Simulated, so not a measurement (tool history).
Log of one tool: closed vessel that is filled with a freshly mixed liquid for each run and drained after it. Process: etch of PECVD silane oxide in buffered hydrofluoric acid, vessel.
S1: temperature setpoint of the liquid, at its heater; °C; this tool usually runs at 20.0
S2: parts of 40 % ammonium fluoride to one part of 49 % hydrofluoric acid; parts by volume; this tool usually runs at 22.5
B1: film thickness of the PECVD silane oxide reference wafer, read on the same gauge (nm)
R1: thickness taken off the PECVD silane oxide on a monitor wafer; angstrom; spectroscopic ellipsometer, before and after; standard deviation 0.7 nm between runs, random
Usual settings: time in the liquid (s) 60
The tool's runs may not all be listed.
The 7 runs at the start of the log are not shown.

Run 8, hour 506.4: usual settings; B1 90.01. Result: R1 794.2 angstrom.
Run 9, hour 602.3: usual settings; B1 90.02. Result: R1 793.1 angstrom.
Run 10, hour 650.5: usual settings; B1 89.99. Result: R1 796.2 angstrom.
At hour 659.1: hydrofluoric acid flow meter replaced.
Run 11, hour 692.6: usual settings but time in the liquid (s) 80; B1 89.98. Result: R1 986.3 angstrom.
At hour 732.4: thermometer replaced.
Run 12, hour 791.4: usual settings but time in the liquid (s) 85; B1 90.00. Result: R1 1127.0 angstrom.
Run 13, hour 838.5: usual settings but time in the liquid (s) 85; B1 90.00. Result: R1 1131.6 angstrom.
Run 14, hour 906.6: usual settings; B1 90.01. Result: R1 795.0 angstrom.
Run 15, hour 998.7: usual settings; B1 89.99. Result: R1 773.7 angstrom.
Run 16, hour 1059.9: usual settings but S2 30.0 parts by volume, time in the liquid (s) 70; B1 90.01. Result: R1 733.7 angstrom.
Run 17, hour 1151.1: usual settings but S2 30.0 parts by volume, time in the liquid (s) 70; B1 89.99. Result: R1 734.8 angstrom.
Run 18, hour 1217.4: usual settings but S1 21.5 °C, S2 20.0 parts by volume, time in the liquid (s) 40; B1 90.00. Result: R1 610.8 angstrom.
Run 19, hour 1304.6: usual settings; B1 89.99. Result: R1 760.3 angstrom.
Run 20, hour 1381.1: usual settings; B1 90.01. Result: R1 755.1 angstrom.
At hour 1451.6: thermometer replaced.
Run 21, hour 1484.3: usual settings but S1 22.0 °C, S2 17.0 parts by volume, time in the liquid (s) 90; B1 90.02. Result: R1 1844.8 angstrom.
Run 22, hour 1543.1: usual settings but S1 18.5 °C, time in the liquid (s) 85; B1 89.99. Result: R1 1071.7 angstrom.
Run 23, hour 1585.8: usual settings but S2 27.5 parts by volume; B1 90.00. Result: R1 726.8 angstrom.
At hour 1607.9: gauge calibrated.
Run 24, hour 1688.7: usual settings but S1 17.0 °C; B1 89.98. Result: R1 685.4 angstrom.
Run 25, hour 1726.0: usual settings but S1 18.0 °C; B1 90.03. Result: R1 726.5 angstrom.
Run 26, hour 1802.7: usual settings; B1 89.99. Result: R1 819.0 angstrom.
Run 27, hour 1897.2: usual settings but S2 15.5 parts by volume, time in the liquid (s) 95; B1 90.00. Result: R1 1877.9 angstrom.
At hour 1909.0: hydrofluoric acid flow meter replaced.
Run 28, hour 1934.7: usual settings but S2 30.0 parts by volume; B1 89.97. Result: R1 619.3 angstrom.
Run 29, hour 1979.5: usual settings but S2 15.5 parts by volume, time in the liquid (s) 70; B1 89.99. Result: R1 1213.6 angstrom.
Run 30, hour 2026.6: usual settings but S1 23.0 °C, time in the liquid (s) 30; B1 89.98. Result: R1 433.3 angstrom.

Below are 3 alternative next runs, each starting from the tool's condition after run 30. Predict each:
Run A, hour 2027.3: usual settings; B1 ?. Result: R1 ?.
Run B, hour 2027.3: usual settings but S1 24.0 °C, S2 16.0 parts by volume, time in the liquid (s) 30; B1 ?. Result: R1 ?.
Run C, hour 2027.3: usual settings but S1 22.5 °C, S2 27.0 parts by volume, time in the liquid (s) 80; B1 ?. Result: R1 ?.

run     B1     R1
  A  90.00  738.6
  B  90.00  628.5
  C  90.00  999.6
Without the tool's unlogged condition, the same runs would have read:
run      R1
  A   799.1
  B   674.0
  C  1080.2

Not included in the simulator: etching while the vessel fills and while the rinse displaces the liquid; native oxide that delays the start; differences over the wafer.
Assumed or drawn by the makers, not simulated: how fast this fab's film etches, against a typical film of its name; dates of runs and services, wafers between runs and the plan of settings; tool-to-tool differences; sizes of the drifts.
